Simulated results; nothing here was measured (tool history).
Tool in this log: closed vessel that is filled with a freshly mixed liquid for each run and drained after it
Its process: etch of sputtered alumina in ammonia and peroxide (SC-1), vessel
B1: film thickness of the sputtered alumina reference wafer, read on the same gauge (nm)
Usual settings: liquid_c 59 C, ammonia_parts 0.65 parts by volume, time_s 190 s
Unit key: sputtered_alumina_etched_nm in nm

Run 1, hour 0: usual settings; B1 110. Result: sputtered_alumina_etched_nm 28.84 nm.
Run 2, hour 46.3: usual settings; B1 110.03. Result: sputtered_alumina_etched_nm 28.69 nm.
Run 3, hour 70.7: usual settings; B1 110. Result: sputtered_alumina_etched_nm 28.78 nm.
Run 4, hour 121.9: usual settings; B1 110.02. Result: sputtered_alumina_etched_nm 28.46 nm.
Run 5, hour 167.5: usual settings; B1 109.96. Result: sputtered_alumina_etched_nm 28.73 nm.
At hour 221.2: new drum of ammonia solution connected.
Run 6, hour 229.7: usual settings; B1 109.98. Result: sputtered_alumina_etched_nm 28.87 nm.
Run 7, hour 298.7: usual settings; B1 110.01. Result: sputtered_alumina_etched_nm 29.02 nm.
Run 8, hour 324.1: usual settings but ammonia_parts 0.85 parts by volume; B1 110.01. Result: sputtered_alumina_etched_nm 30.03 nm.
Run 9, hour 380.2: usual settings but ammonia_parts 0.85 parts by volume; B1 110.01. Result: sputtered_alumina_etched_nm 30.2 nm.
Run 10, hour 434.8: usual settings but ammonia_parts 0.85 parts by volume; B1 110.03. Result: sputtered_alumina_etched_nm 29.5 nm.
Run 11, hour 461.3: usual settings; B1 110. Result: sputtered_alumina_etched_nm 29.35 nm.
Run 12, hour 522.4: usual settings but liquid_c 53.5 C, ammonia_parts 0.75 parts by volume, time_s 130 s; B1 109.99. Result: sputtered_alumina_etched_nm 14.98 nm.
Run 13, hour 569.8: usual settings; B1 110.03. Result: sputtered_alumina_etched_nm 29.47 nm.
Run 14, hour 644.4: usual settings; B1 109.98. Result: sputtered_alumina_etched_nm 29.54 nm.
Run 15, hour 675.5: usual settings but time_s 155 s; B1 110.02. Result: sputtered_alumina_etched_nm 24.27 nm.

Forecast run 16:
Run 16, hour 726: usual settings but ammonia_parts 0.75 parts by volume, time_s 250 s; B1 ?. Result: sputtered_alumina_etched_nm ?.

{"run 16": {"B1": 109.97, "sputtered_alumina_etched_nm": 38.92}}
Had the tool carried no hidden state, the very same run would have given sputtered_alumina_etched_nm 35.16 nm.

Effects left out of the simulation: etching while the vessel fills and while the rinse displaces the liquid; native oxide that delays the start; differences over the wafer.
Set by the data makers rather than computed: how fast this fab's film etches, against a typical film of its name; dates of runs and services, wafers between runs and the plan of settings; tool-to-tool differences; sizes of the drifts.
